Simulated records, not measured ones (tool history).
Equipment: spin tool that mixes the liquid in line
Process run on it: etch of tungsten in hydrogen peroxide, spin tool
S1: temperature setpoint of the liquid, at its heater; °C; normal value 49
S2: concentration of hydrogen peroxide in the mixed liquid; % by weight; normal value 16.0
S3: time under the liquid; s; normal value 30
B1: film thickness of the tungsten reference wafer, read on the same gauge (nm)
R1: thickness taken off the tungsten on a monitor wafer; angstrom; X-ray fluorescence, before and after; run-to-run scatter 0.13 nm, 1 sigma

run,day,S1,S2,S3,B1,R1
1,0.000,49,16.0,25,119.99,177.6
# day 1.146: gauge calibrated
2,1.283,49,16.0,30,120.03,215.1
3,2.512,49,16.0,30,119.99,217.0
4,3.662,49,16.0,30,120.00,213.7
5,5.079,49,16.0,30,119.97,214.1
6,6.171,49,19.0,30,120.01,235.3
7,6.821,49,19.0,30,119.96,234.8
8,8.192,52,16.0,50,119.96,431.1
# day 8.346: heated supply line repaired
# day 8.354: gauge calibrated
# day 8.650: new drum of peroxide connected
9,9.162,49,16.0,30,120.00,213.3
# day 9.950: peroxide flow meter replaced
# day 10.175: thermometer replaced
10,10.642,42,16.0,50,120.01,229.7

Run 11 has not been measured yet. What should we expect?
11,11.838,49,18.5,30,?,?

{"run 11": {"B1": 119.97, "R1": 231.5}}
If the tool had no hidden condition, the same run with the same run-to-run variation would have returned R1 231.5 angstrom.
